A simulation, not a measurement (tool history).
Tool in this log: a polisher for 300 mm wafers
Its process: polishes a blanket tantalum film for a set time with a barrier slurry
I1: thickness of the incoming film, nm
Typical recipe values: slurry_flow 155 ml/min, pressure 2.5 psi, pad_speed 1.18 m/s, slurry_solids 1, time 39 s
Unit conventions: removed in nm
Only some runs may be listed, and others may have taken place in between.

run 1 hour=0 | slurry_flow=155 pressure=2.5 pad_speed=1.18 slurry_solids=1 time=39 | I1=356.8 | removed=102.1
-- hour=25.4 slurry blender recalibrated
-- hour=87.4 slurry nozzle cleaned
run 2 hour=94.4 | slurry_flow=155 pressure=2.5 pad_speed=1.18 slurry_solids=0.85 time=39 | I1=354.4 | removed=97.6
run 3 hour=195.8 | slurry_flow=155 pressure=2.5 pad_speed=1.18 slurry_solids=0.85 time=39 | I1=360.4 | removed=96.2
-- hour=203.2 head pressure recalibrated
run 4 hour=256.7 | slurry_flow=155 pressure=2.5 pad_speed=1.18 slurry_solids=0.85 time=39 | I1=363.5 | removed=100.4
run 5 hour=355.4 | slurry_flow=115 pressure=2.5 pad_speed=1.18 slurry_solids=1 time=39 | I1=364.6 | removed=102.6
run 6 hour=397.7 | slurry_flow=115 pressure=2.5 pad_speed=1.18 slurry_solids=1 time=39 | I1=359.4 | removed=101.7
-- hour=447.5 worn pad replaced by a new one
run 7 hour=448 | slurry_flow=115 pressure=2.5 pad_speed=1.18 slurry_solids=1 time=39 | I1=365.4 | removed=100.8
run 8 hour=549.6 | slurry_flow=155 pressure=2.5 pad_speed=1.18 slurry_solids=1 time=48 | I1=362.7 | removed=129.9
-- hour=608.8 slurry blender recalibrated
run 9 hour=635.9 | slurry_flow=155 pressure=2.5 pad_speed=1.18 slurry_solids=1 time=39 | I1=363.8 | removed=104.7
-- hour=638.4 slurry nozzle cleaned
run 10 hour=691.6 | slurry_flow=155 pressure=2.5 pad_speed=1.18 slurry_solids=1 time=39 | I1=354.3 | removed=104.3
run 11 hour=781.9 | slurry_flow=155 pressure=2.5 pad_speed=1.18 slurry_solids=1 time=39 | I1=362.4 | removed=103.1
run 12 hour=843.3 | slurry_flow=155 pressure=2.5 pad_speed=1.18 slurry_solids=1 time=39 | I1=355.1 | removed=102.8
run 13 hour=885.1 | slurry_flow=155 pressure=2.5 pad_speed=1.48 slurry_solids=1 time=27 | I1=360.2 | removed=87.8
run 14 hour=943.1 | slurry_flow=155 pressure=2.5 pad_speed=1.32 slurry_solids=0.8 time=30 | I1=362 | removed=80.9
-- hour=959.5 worn pad replaced by a new one
run 15 hour=988.6 | slurry_flow=175 pressure=2.5 pad_speed=1.18 slurry_solids=0.8 time=39 | I1=363.8 | removed=96.1
run 16 hour=1027.3 | slurry_flow=155 pressure=3.2 pad_speed=1.18 slurry_solids=1.15 time=32 | I1=363.8 | removed=113.1
-- hour=1070.1 head pressure recalibrated
-- hour=1100.2 slurry blender recalibrated
run 17 hour=1104.1 | slurry_flow=155 pressure=2.5 pad_speed=1.38 slurry_solids=1 time=39 | I1=358.3 | removed=123.3
-- hour=1153.6 slurry nozzle cleaned
run 18 hour=1177 | slurry_flow=155 pressure=2.5 pad_speed=1.18 slurry_solids=1 time=39 | I1=360.1 | removed=106.3
run 19 hour=1281.5 | slurry_flow=155 pressure=2.8 pad_speed=0.9 slurry_solids=1.1 time=39 | I1=359.1 | removed=94.3
run 20 hour=1352 | slurry_flow=155 pressure=2.8 pad_speed=1 slurry_solids=1 time=35 | I1=356.9 | removed=91.7
run 21 hour=1389.4 | slurry_flow=155 pressure=2.5 pad_speed=1.18 slurry_solids=1 time=39 | I1=352.8 | removed=104.8
run 22 hour=1479.3 | slurry_flow=155 pressure=2.5 pad_speed=1.18 slurry_solids=1 time=39 | I1=357.4 | removed=104.4
-- hour=1528.2 worn pad replaced by a new one
run 23 hour=1528.7 | slurry_flow=155 pressure=2.5 pad_speed=0.88 slurry_solids=1 time=39 | I1=363.9 | removed=79.5
run 24 hour=1582.7 | slurry_flow=125 pressure=2.5 pad_speed=0.9 slurry_solids=1 time=39 | I1=355.4 | removed=77.9
run 25 hour=1636.2 | slurry_flow=135 pressure=2.5 pad_speed=0.76 slurry_solids=1 time=39 | I1=361.7 | removed=68.1
run 26 hour=1708.4 | slurry_flow=115 pressure=2.8 pad_speed=1.18 slurry_solids=1 time=52 | I1=361.4 | removed=147.7
-- hour=1722.8 slurry blender recalibrated
-- hour=1760.5 slurry nozzle cleaned
run 27 hour=1780.9 | slurry_flow=100 pressure=1.9 pad_speed=0.78 slurry_solids=1.25 time=39 | I1=365 | removed=54
run 28 hour=1865.1 | slurry_flow=155 pressure=2.5 pad_speed=1.32 slurry_solids=1 time=39 | I1=356.5 | removed=114.6
run 29 hour=1956.7 | slurry_flow=195 pressure=2.5 pad_speed=1.18 slurry_solids=1 time=26 | I1=353.5 | removed=69.6
-- hour=1980.8 head pressure recalibrated
run 30 hour=2037.8 | slurry_flow=140 pressure=2 pad_speed=1.18 slurry_solids=1.1 time=45 | I1=357.1 | removed=99.9
run 31 hour=2118.1 | slurry_flow=130 pressure=2.5 pad_speed=1.54 slurry_solids=1 time=39 | I1=361.3 | removed=132.3

3 options for the next run, each taken on its own from the tool as it stands now. Forecast them:
run A hour=2118.5 | slurry_flow=155 pressure=2.5 pad_speed=1.18 slurry_solids=1 time=39 | I1=360.5 | removed=?
run B hour=2118.5 | slurry_flow=180 pressure=2.5 pad_speed=1.18 slurry_solids=1 time=39 | I1=360.5 | removed=?
run C hour=2118.5 | slurry_flow=155 pressure=2.7 pad_speed=1.18 slurry_solids=1 time=39 | I1=360.5 | removed=?

run=A removed=105.9
run=B removed=107.7
run=C removed=114.3
With no hidden state in the tool, these same runs would have given:
run=A removed=106.3
run=B removed=108.2
run=C removed=114.8
